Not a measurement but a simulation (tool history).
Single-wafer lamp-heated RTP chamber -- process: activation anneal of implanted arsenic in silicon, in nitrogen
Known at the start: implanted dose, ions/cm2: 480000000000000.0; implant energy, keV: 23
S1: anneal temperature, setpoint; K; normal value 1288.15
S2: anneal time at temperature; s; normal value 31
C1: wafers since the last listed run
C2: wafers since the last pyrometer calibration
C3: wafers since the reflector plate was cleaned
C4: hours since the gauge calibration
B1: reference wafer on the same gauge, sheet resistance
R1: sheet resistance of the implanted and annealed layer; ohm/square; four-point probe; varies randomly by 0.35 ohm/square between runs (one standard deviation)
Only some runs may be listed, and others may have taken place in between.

{"run": 1, "hour": 0.0, "S1": 1288.15, "S2": 40, "C1": 0, "C2": 3120, "C3": 2295, "C4": 286.2, "B1": 173.98, "R1": 200.11}
{"hour": 23.5, "done": "pyrometer window cleaned and pyrometer calibrated"}
{"run": 2, "hour": 40.5, "S1": 1308.15, "S2": 17, "C1": 469, "C2": 245, "C3": 2765, "C4": 326.7, "B1": 174, "R1": 203.9}
{"run": 3, "hour": 99.5, "S1": 1308.15, "S2": 17, "C1": 853, "C2": 1098, "C3": 3618, "C4": 385.7, "B1": 174, "R1": 202.83}
{"run": 4, "hour": 155.2, "S1": 1308.15, "S2": 17, "C1": 805, "C2": 1903, "C3": 4423, "C4": 441.4, "B1": 173.93, "R1": 203.06}
{"run": 5, "hour": 223.9, "S1": 1288.15, "S2": 31, "C1": 993, "C2": 2896, "C3": 5417, "C4": 510.1, "B1": 174, "R1": 201.73}
{"run": 6, "hour": 269.4, "S1": 1288.15, "S2": 31, "C1": 657, "C2": 3554, "C3": 6074, "C4": 555.6, "B1": 173.97, "R1": 201.37}
{"run": 7, "hour": 297.7, "S1": 1288.15, "S2": 31, "C1": 409, "C2": 3963, "C3": 6484, "C4": 583.9, "B1": 174.01, "R1": 200.42}
{"hour": 307.9, "done": "pyrometer window cleaned and pyrometer calibrated"}
{"run": 8, "hour": 368.1, "S1": 1288.15, "S2": 31, "C1": 902, "C2": 870, "C3": 7386, "C4": 654.3, "B1": 173.99, "R1": 201.99}
{"hour": 404.3, "done": "gauge calibrated"}
{"hour": 419.4, "done": "reflector plate cleaned"}
{"run": 9, "hour": 419.9, "S1": 1288.15, "S2": 31, "C1": 633, "C2": 1503, "C3": 7, "C4": 15.6, "B1": 174.09, "R1": 201.76}
{"run": 10, "hour": 447.1, "S1": 1288.15, "S2": 31, "C1": 393, "C2": 1896, "C3": 400, "C4": 42.8, "B1": 173.98, "R1": 201.66}
{"run": 11, "hour": 485.6, "S1": 1298.15, "S2": 31, "C1": 556, "C2": 2453, "C3": 957, "C4": 81.3, "B1": 174.04, "R1": 200.09}
{"run": 12, "hour": 542.6, "S1": 1261.15, "S2": 40, "C1": 824, "C2": 3277, "C3": 1781, "C4": 138.3, "B1": 173.99, "R1": 202.92}
{"hour": 568.5, "done": "pyrometer window cleaned and pyrometer calibrated"}
{"run": 13, "hour": 605.6, "S1": 1308.15, "S2": 31, "C1": 795, "C2": 536, "C3": 2576, "C4": 201.3, "B1": 173.95, "R1": 199.81}
{"run": 14, "hour": 649.1, "S1": 1261.15, "S2": 31, "C1": 628, "C2": 1165, "C3": 3205, "C4": 244.8, "B1": 174, "R1": 205.6}
{"run": 15, "hour": 699.5, "S1": 1316.15, "S2": 31, "C1": 728, "C2": 1894, "C3": 3934, "C4": 295.2, "B1": 174.01, "R1": 196.93}
{"run": 16, "hour": 753.6, "S1": 1306.15, "S2": 31, "C1": 782, "C2": 2676, "C3": 4716, "C4": 349.3, "B1": 173.99, "R1": 198.84}
{"run": 17, "hour": 804.6, "S1": 1308.15, "S2": 17, "C1": 737, "C2": 3413, "C3": 5453, "C4": 400.3, "B1": 174.01, "R1": 201.75}
{"hour": 856.1, "done": "pyrometer window cleaned and pyrometer calibrated"}
{"run": 18, "hour": 861.3, "S1": 1260.15, "S2": 18, "C1": 704, "C2": 75, "C3": 6158, "C4": 457, "B1": 174.06, "R1": 208.6}
{"hour": 928.8, "done": "reflector plate cleaned"}
{"run": 19, "hour": 929.3, "S1": 1261.15, "S2": 40, "C1": 867, "C2": 943, "C3": 7, "C4": 525, "B1": 174.02, "R1": 203.89}
{"run": 20, "hour": 964.0, "S1": 1310.15, "S2": 18, "C1": 501, "C2": 1444, "C3": 509, "C4": 559.7, "B1": 173.97, "R1": 202.22}

Each row is a separate what-if for the run after 20, all from the same tool condition, not one after another. Results?
{"run": "A", "hour": 964.4, "S1": 1288.15, "S2": 22, "C1": 5, "C2": 1450, "C3": 514, "C4": 560.1, "B1": "?", "R1": "?"}
{"run": "B", "hour": 964.4, "S1": 1288.15, "S2": 19, "C1": 5, "C2": 1450, "C3": 514, "C4": 560.1, "B1": "?", "R1": "?"}
{"run": "C", "hour": 964.4, "S1": 1312.15, "S2": 40, "C1": 5, "C2": 1450, "C3": 514, "C4": 560.1, "B1": "?", "R1": "?"}
{"run": "D", "hour": 964.4, "S1": 1300.15, "S2": 31, "C1": 5, "C2": 1450, "C3": 514, "C4": 560.1, "B1": "?", "R1": "?"}

run=A B1=173.99 R1=204.22
run=B B1=173.99 R1=205.01
run=C B1=173.99 R1=196.47
run=D B1=173.99 R1=200.4
With no hidden state in the tool, these same runs would have given:
run=A R1=204.97
run=B R1=205.73
run=C R1=197.57
run=D R1=201.35
